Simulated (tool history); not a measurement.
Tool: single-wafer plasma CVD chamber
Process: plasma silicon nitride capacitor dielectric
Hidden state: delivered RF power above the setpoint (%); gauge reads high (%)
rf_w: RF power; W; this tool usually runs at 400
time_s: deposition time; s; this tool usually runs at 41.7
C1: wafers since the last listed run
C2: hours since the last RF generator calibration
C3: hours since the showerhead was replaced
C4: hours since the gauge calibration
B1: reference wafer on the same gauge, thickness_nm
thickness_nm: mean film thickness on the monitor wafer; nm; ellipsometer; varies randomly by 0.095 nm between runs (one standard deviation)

run 1 hour=0 | rf_w=400 time_s=41.7 | C1=0 C2=1640.3 C3=4889.5 C4=119 | B1=50.03 | thickness_nm=52.766
run 2 hour=15.3 | rf_w=400 time_s=41.7 | C1=256 C2=1655.6 C3=4904.8 C4=134.3 | B1=49.975 | thickness_nm=52.844
run 3 hour=27.9 | rf_w=340 time_s=41.7 | C1=211 C2=1668.2 C3=4917.4 C4=146.9 | B1=50.011 | thickness_nm=48.333
run 4 hour=44.1 | rf_w=455 time_s=41.7 | C1=272 C2=1684.4 C3=4933.6 C4=163.1 | B1=49.987 | thickness_nm=56.09
run 5 hour=52.6 | rf_w=455 time_s=41.7 | C1=142 C2=1692.9 C3=4942.1 C4=171.6 | B1=50.011 | thickness_nm=56.119
run 6 hour=66.1 | rf_w=455 time_s=41.7 | C1=226 C2=1706.4 C3=4955.6 C4=185.1 | B1=49.996 | thickness_nm=56.003
run 7 hour=73 | rf_w=365 time_s=41.7 | C1=115 C2=1713.3 C3=4962.5 C4=192 | B1=49.999 | thickness_nm=50.096
-- hour=75 gauge calibrated
run 8 hour=82.6 | rf_w=365 time_s=41.7 | C1=161 C2=1722.9 C3=4972.1 C4=7.6 | B1=50.014 | thickness_nm=50.312
run 9 hour=97.4 | rf_w=435 time_s=41.7 | C1=248 C2=1737.7 C3=4986.9 C4=22.4 | B1=50.002 | thickness_nm=54.947
run 10 hour=113.5 | rf_w=435 time_s=41.7 | C1=270 C2=1753.8 C3=5003 C4=38.5 | B1=49.988 | thickness_nm=55.059
run 11 hour=126 | rf_w=435 time_s=41.7 | C1=209 C2=1766.3 C3=5015.5 C4=51 | B1=50.033 | thickness_nm=55.054
run 12 hour=140.6 | rf_w=400 time_s=41.7 | C1=245 C2=1780.9 C3=5030.1 C4=65.6 | B1=50.025 | thickness_nm=52.881
run 13 hour=154.3 | rf_w=400 time_s=41.7 | C1=230 C2=1794.6 C3=5043.8 C4=79.3 | B1=50.016 | thickness_nm=52.711
-- hour=178 showerhead replaced
run 14 hour=178.5 | rf_w=400 time_s=41.7 | C1=272 C2=1818.8 C3=0.5 C4=103.5 | B1=50.03 | thickness_nm=52.618
run 15 hour=178.9 | rf_w=400 time_s=41.7 | C1=6 C2=1819.2 C3=0.9 C4=103.9 | B1=49.982 | thickness_nm=52.752
run 16 hour=187.4 | rf_w=400 time_s=41.7 | C1=142 C2=1827.7 C3=9.4 C4=112.4 | B1=49.991 | thickness_nm=52.681
run 17 hour=208.3 | rf_w=400 time_s=41.7 | C1=350 C2=1848.6 C3=30.3 C4=133.3 | B1=49.995 | thickness_nm=52.506
run 18 hour=224.1 | rf_w=375 time_s=46.3 | C1=265 C2=1864.4 C3=46.1 C4=149.1 | B1=49.994 | thickness_nm=56.523
run 19 hour=237 | rf_w=465 time_s=33.4 | C1=216 C2=1877.3 C3=59 C4=162 | B1=50.006 | thickness_nm=45.463
run 20 hour=245.4 | rf_w=400 time_s=38.9 | C1=141 C2=1885.7 C3=67.4 C4=170.4 | B1=49.991 | thickness_nm=49.204
-- hour=257.1 RF generator calibrated
run 21 hour=257.6 | rf_w=425 time_s=34.9 | C1=70 C2=0.5 C3=79.6 C4=182.6 | B1=49.978 | thickness_nm=47.596
run 22 hour=269.9 | rf_w=375 time_s=45.8 | C1=206 C2=12.8 C3=91.9 C4=194.9 | B1=49.974 | thickness_nm=58.391
-- hour=277 gauge calibrated
run 23 hour=280 | rf_w=480 time_s=46.7 | C1=169 C2=22.9 C3=102 C4=3 | B1=50.021 | thickness_nm=67.198
run 24 hour=287.8 | rf_w=400 time_s=41.7 | C1=130 C2=30.7 C3=109.8 C4=10.8 | B1=50.033 | thickness_nm=55.053
run 25 hour=294.4 | rf_w=380 time_s=41.7 | C1=110 C2=37.3 C3=116.4 C4=17.4 | B1=49.993 | thickness_nm=53.508
run 26 hour=310.8 | rf_w=360 time_s=38.2 | C1=275 C2=53.7 C3=132.8 C4=33.8 | B1=50.016 | thickness_nm=47.65
run 27 hour=317.8 | rf_w=400 time_s=41.7 | C1=117 C2=60.7 C3=139.8 C4=40.8 | B1=50.009 | thickness_nm=54.862
run 28 hour=333.9 | rf_w=400 time_s=41.7 | C1=270 C2=76.8 C3=155.9 C4=56.9 | B1=50.004 | thickness_nm=54.724
run 29 hour=341.5 | rf_w=375 time_s=48.8 | C1=127 C2=84.4 C3=163.5 C4=64.5 | B1=49.979 | thickness_nm=61.964
run 30 hour=347.6 | rf_w=325 time_s=41.7 | C1=102 C2=90.5 C3=169.6 C4=70.6 | B1=50.004 | thickness_nm=48.839
run 31 hour=355.1 | rf_w=400 time_s=41.7 | C1=125 C2=98 C3=177.1 C4=78.1 | B1=50.033 | thickness_nm=54.682
run 32 hour=368.4 | rf_w=450 time_s=38.6 | C1=223 C2=111.3 C3=190.4 C4=91.4 | B1=49.991 | thickness_nm=53.857
run 33 hour=374.8 | rf_w=400 time_s=41.7 | C1=107 C2=117.7 C3=196.8 C4=97.8 | B1=49.994 | thickness_nm=54.589
run 34 hour=390.9 | rf_w=400 time_s=41.7 | C1=270 C2=133.8 C3=212.9 C4=113.9 | B1=50.015 | thickness_nm=54.634

Table of differences, measured result less the result of that run with no hidden state. Run-to-run variation is the same in both. Gauge scatter possibly is not:
run=1 thickness_nm=-2.522
run=2 thickness_nm=-2.532
run=3 thickness_nm=-2.319
run=4 thickness_nm=-2.698
run=5 thickness_nm=-2.702
run=6 thickness_nm=-2.701
run=7 thickness_nm=-2.418
run=8 thickness_nm=-2.431
run=9 thickness_nm=-2.66
run=10 thickness_nm=-2.67
run=11 thickness_nm=-2.674
run=12 thickness_nm=-2.572
run=13 thickness_nm=-2.568
run=14 thickness_nm=-2.571
run=15 thickness_nm=-2.577
run=16 thickness_nm=-2.576
run=17 thickness_nm=-2.573
run=18 thickness_nm=-2.774
run=19 thickness_nm=-2.235
run=20 thickness_nm=-2.42
run=21 thickness_nm=-0.168
run=22 thickness_nm=-0.253
run=23 thickness_nm=-0.334
run=24 thickness_nm=-0.301
run=25 thickness_nm=-0.315
run=26 thickness_nm=-0.329
run=27 thickness_nm=-0.402
run=28 thickness_nm=-0.454
run=29 thickness_nm=-0.542
run=30 thickness_nm=-0.445
run=31 thickness_nm=-0.522
run=32 thickness_nm=-0.556
run=33 thickness_nm=-0.583
run=34 thickness_nm=-0.634

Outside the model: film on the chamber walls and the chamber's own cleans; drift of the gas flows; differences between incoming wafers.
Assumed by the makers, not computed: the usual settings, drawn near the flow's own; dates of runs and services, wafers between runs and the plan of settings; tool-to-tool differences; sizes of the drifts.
